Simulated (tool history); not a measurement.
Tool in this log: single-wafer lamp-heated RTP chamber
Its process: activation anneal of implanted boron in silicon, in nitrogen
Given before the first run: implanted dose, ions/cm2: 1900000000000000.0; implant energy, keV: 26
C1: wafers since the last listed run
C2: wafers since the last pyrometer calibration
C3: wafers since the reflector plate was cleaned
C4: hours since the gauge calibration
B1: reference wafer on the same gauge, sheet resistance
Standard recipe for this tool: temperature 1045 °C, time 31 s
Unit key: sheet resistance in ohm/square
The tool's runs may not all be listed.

{"run": 1, "hour": 0.0, "temperature": 1045, "time": 31, "C1": 0, "C2": 3848, "C3": 4575, "C4": 329.0, "B1": 54.39, "sheet resistance": 59.52}
{"hour": 18.2, "done": "pyrometer window cleaned and pyrometer calibrated"}
{"run": 2, "hour": 30.8, "temperature": 1045, "time": 31, "C1": 548, "C2": 303, "C3": 5124, "C4": 359.8, "B1": 54.39, "sheet resistance": 59.81}
{"run": 3, "hour": 60.3, "temperature": 1045, "time": 18, "C1": 709, "C2": 1013, "C3": 5834, "C4": 389.3, "B1": 54.39, "sheet resistance": 60.82}
{"run": 4, "hour": 91.2, "temperature": 1045, "time": 18, "C1": 743, "C2": 1756, "C3": 6577, "C4": 420.2, "B1": 54.4, "sheet resistance": 60.5}
{"run": 5, "hour": 126.6, "temperature": 1045, "time": 18, "C1": 851, "C2": 2608, "C3": 7429, "C4": 455.6, "B1": 54.41, "sheet resistance": 60.41}
{"run": 6, "hour": 146.6, "temperature": 1045, "time": 37, "C1": 481, "C2": 3089, "C3": 7910, "C4": 475.6, "B1": 54.36, "sheet resistance": 59.36}
{"run": 7, "hour": 178.4, "temperature": 1045, "time": 31, "C1": 765, "C2": 3854, "C3": 8675, "C4": 507.4, "B1": 54.4, "sheet resistance": 59.75}
{"hour": 193.6, "done": "pyrometer window cleaned and pyrometer calibrated"}
{"run": 8, "hour": 211.8, "temperature": 1045, "time": 31, "C1": 611, "C2": 438, "C3": 9286, "C4": 540.8, "B1": 54.41, "sheet resistance": 59.86}
{"run": 9, "hour": 226.4, "temperature": 1045, "time": 31, "C1": 351, "C2": 789, "C3": 9637, "C4": 555.4, "B1": 54.4, "sheet resistance": 59.58}
{"run": 10, "hour": 247.6, "temperature": 1045, "time": 31, "C1": 510, "C2": 1299, "C3": 10147, "C4": 576.6, "B1": 54.41, "sheet resistance": 59.75}
{"run": 11, "hour": 275.4, "temperature": 1045, "time": 31, "C1": 668, "C2": 1968, "C3": 10816, "C4": 604.4, "B1": 54.43, "sheet resistance": 59.74}
{"run": 12, "hour": 298.3, "temperature": 1045, "time": 31, "C1": 550, "C2": 2519, "C3": 11367, "C4": 627.3, "B1": 54.4, "sheet resistance": 59.53}
{"run": 13, "hour": 332.4, "temperature": 1045, "time": 31, "C1": 820, "C2": 3339, "C3": 12187, "C4": 661.4, "B1": 54.4, "sheet resistance": 59.78}
{"run": 14, "hour": 355.8, "temperature": 1045, "time": 31, "C1": 562, "C2": 3902, "C3": 12750, "C4": 684.8, "B1": 54.41, "sheet resistance": 59.61}
{"run": 15, "hour": 376.1, "temperature": 1045, "time": 31, "C1": 488, "C2": 4391, "C3": 13238, "C4": 705.1, "B1": 54.41, "sheet resistance": 59.75}
{"run": 16, "hour": 409.8, "temperature": 1045, "time": 37, "C1": 810, "C2": 5201, "C3": 14049, "C4": 738.8, "B1": 54.4, "sheet resistance": 59.3}
{"hour": 419.8, "done": "pyrometer window cleaned and pyrometer calibrated"}
{"hour": 429.6, "done": "reflector plate cleaned"}
{"run": 17, "hour": 441.6, "temperature": 1045, "time": 31, "C1": 380, "C2": 331, "C3": 288, "C4": 770.6, "B1": 54.4, "sheet resistance": 60.6}
{"run": 18, "hour": 470.0, "temperature": 1053, "time": 37, "C1": 683, "C2": 1014, "C3": 971, "C4": 799.0, "B1": 54.42, "sheet resistance": 59.09}
{"hour": 481.3, "done": "gauge calibrated"}
{"run": 19, "hour": 576.3, "temperature": 1069, "time": 25, "C1": 2557, "C2": 3571, "C3": 3528, "C4": 95.0, "B1": 54.39, "sheet resistance": 58.4}
{"run": 20, "hour": 610.5, "temperature": 1035, "time": 26, "C1": 822, "C2": 4394, "C3": 4351, "C4": 129.2, "B1": 54.4, "sheet resistance": 61.12}
{"hour": 624.1, "done": "pyrometer window cleaned and pyrometer calibrated"}
{"run": 21, "hour": 630.1, "temperature": 1045, "time": 31, "C1": 279, "C2": 144, "C3": 4630, "C4": 148.8, "B1": 54.39, "sheet resistance": 59.64}
{"run": 22, "hour": 648.3, "temperature": 1026, "time": 14, "C1": 437, "C2": 582, "C3": 5068, "C4": 167.0, "B1": 54.39, "sheet resistance": 63.44}
{"run": 23, "hour": 665.4, "temperature": 1045, "time": 46, "C1": 411, "C2": 994, "C3": 5480, "C4": 184.1, "B1": 54.41, "sheet resistance": 59.1}
{"run": 24, "hour": 693.9, "temperature": 1029, "time": 45, "C1": 685, "C2": 1679, "C3": 6165, "C4": 212.6, "B1": 54.42, "sheet resistance": 60.72}
{"run": 25, "hour": 714.9, "temperature": 1058, "time": 14, "C1": 505, "C2": 2185, "C3": 6670, "C4": 233.6, "B1": 54.38, "sheet resistance": 59.97}
{"run": 26, "hour": 736.4, "temperature": 1069, "time": 17, "C1": 517, "C2": 2702, "C3": 7188, "C4": 255.1, "B1": 54.43, "sheet resistance": 59.09}
{"run": 27, "hour": 756.0, "temperature": 1025, "time": 31, "C1": 471, "C2": 3173, "C3": 7659, "C4": 274.7, "B1": 54.42, "sheet resistance": 61.85}
{"run": 28, "hour": 791.6, "temperature": 1073, "time": 17, "C1": 856, "C2": 4030, "C3": 8516, "C4": 310.3, "B1": 54.4, "sheet resistance": 58.95}

How the hidden state differs across the entries between the runs, from the last listed run before each to the first after it:
Between runs 1 and 2: pyrometer window cleaned and pyrometer calibrated (hour 18.2)
  wafer temperature error from the tarnished reflector plate, K: 6.53 -> 6.97
  measured minus no-state result, sheet resistance: -0.66 -> -0.71 ohm/square
Between runs 7 and 8: pyrometer window cleaned and pyrometer calibrated (hour 193.6)
  wafer temperature error from the tarnished reflector plate, K: 8.3 -> 8.48
  measured minus no-state result, sheet resistance: -0.83 -> -0.85 ohm/square
Between runs 16 and 17: pyrometer window cleaned and pyrometer calibrated (hour 419.8); reflector plate cleaned (hour 429.6)
  wafer temperature error from the tarnished reflector plate, K: 9.07 -> 0.752
  measured minus no-state result, sheet resistance: -0.88 -> -0.08 ohm/square
Between runs 18 and 19: gauge calibrated (hour 481.3)
  wafer temperature error from the tarnished reflector plate, K: 1.89 -> 4.86
  measured minus no-state result, sheet resistance: -0.17 -> -0.31 ohm/square
Between runs 20 and 21: pyrometer window cleaned and pyrometer calibrated (hour 624.1)
  wafer temperature error from the tarnished reflector plate, K: 5.51 -> 5.83
  measured minus no-state result, sheet resistance: -0.66 -> -0.59 ohm/square
